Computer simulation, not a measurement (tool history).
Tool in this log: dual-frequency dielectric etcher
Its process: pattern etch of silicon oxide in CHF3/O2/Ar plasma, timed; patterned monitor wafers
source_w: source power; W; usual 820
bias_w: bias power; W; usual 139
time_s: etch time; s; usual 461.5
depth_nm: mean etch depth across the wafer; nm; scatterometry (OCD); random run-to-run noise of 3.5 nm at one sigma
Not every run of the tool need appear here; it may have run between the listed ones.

run    hour  source_w  bias_w  time_s  read-back reference wafer on the same gauge, depth_nm  depth_nm
  1       0       870     139   461.5                                                  859.1    1032.5
  2   224.7       820     139   461.5                                                  860.4    1014.5
      295.1  -- wet clean of the chamber
  3   305.8       970     139   461.5                                                  858.8    1075.2
  4   375.7       970     139   461.5                                                  860.8    1073.3
  5   476.5       970     139   461.5                                                    859    1078.5
  6   550.9       820     139     536                                                  859.9      1175
  7     626       820     139     536                                                  861.6    1167.6
  8   685.2       820     139     536                                                  859.1    1178.4
  9   750.5       820     139   354.5                                                  861.3     778.8
      793.2  -- source power generator calibrated
 10   820.8       820     139   354.5                                                  858.8     773.8
      864.6  -- gauge calibrated
      891.6  -- wet clean of the chamber
 11   914.3       820     139   461.5                                                  860.6    1017.6
 12  1007.9       820     139   461.5                                                  861.8    1015.6
 13  1063.6       970     105   461.5                                                  859.7     998.2
     1106.4  -- upper electrode replaced
 14  1204.8       820     139   461.5                                                    861    1011.1
 15  1246.1       820     127     334                                                  859.6       714
 16  1282.5       820     139   338.5                                                  859.8     743.1
 17  1385.3       690     105   461.5                                                    860       887
       1407  -- bias power generator calibrated
 18  1480.1       820     169   386.5                                                  858.7     899.8
     1535.5  -- wet clean of the chamber
 19  1568.1       820     139   535.5                                                    859      1164
 20  1642.6       820     139   461.5                                                  860.7    1012.5
 21  1722.1       820     139   461.5                                                  860.3    1011.1
 22  1786.4       920     139   461.5                                                  859.8    1051.8
 23  1833.5       920     121   549.5                                                  859.9    1201.8
 24  2096.3      1020     115   554.5                                                  860.8    1250.9
 25  2132.9       820     139   461.5                                                  859.2    1019.4
 26  2192.9       950     117   592.5                                                  861.3    1305.6
     2241.9  -- wet clean of the chamber
 27  2345.7       820     139   461.5                                                  860.7      1011
 28  2407.6       820     139   461.5                                                  861.2    1014.3
 29  2511.1       820     139     407                                                  859.2       889

Alternative continuations, all from the tool just after run 29; predict every row:
  A  2511.6       820     139   461.5                                                      ?         ?
  B  2511.6       910     170   542.5                                                      ?         ?
  C  2511.6       820     139   406.5                                                      ?         ?
  D  2511.6       820     117   518.5                                                      ?         ?

run  read-back reference wafer on the same gauge, depth_nm  depth_nm
  A                                                  858.5    1016.2
  B                                                  858.5    1312.4
  C                                                  858.5     895.1
  D                                                  858.5    1088.6
With the hidden condition removed and each run's random variation left untouched, the same runs would have given:
run  depth_nm
  A    1016.2
  B    1312.4
  C     895.1
  D    1088.6
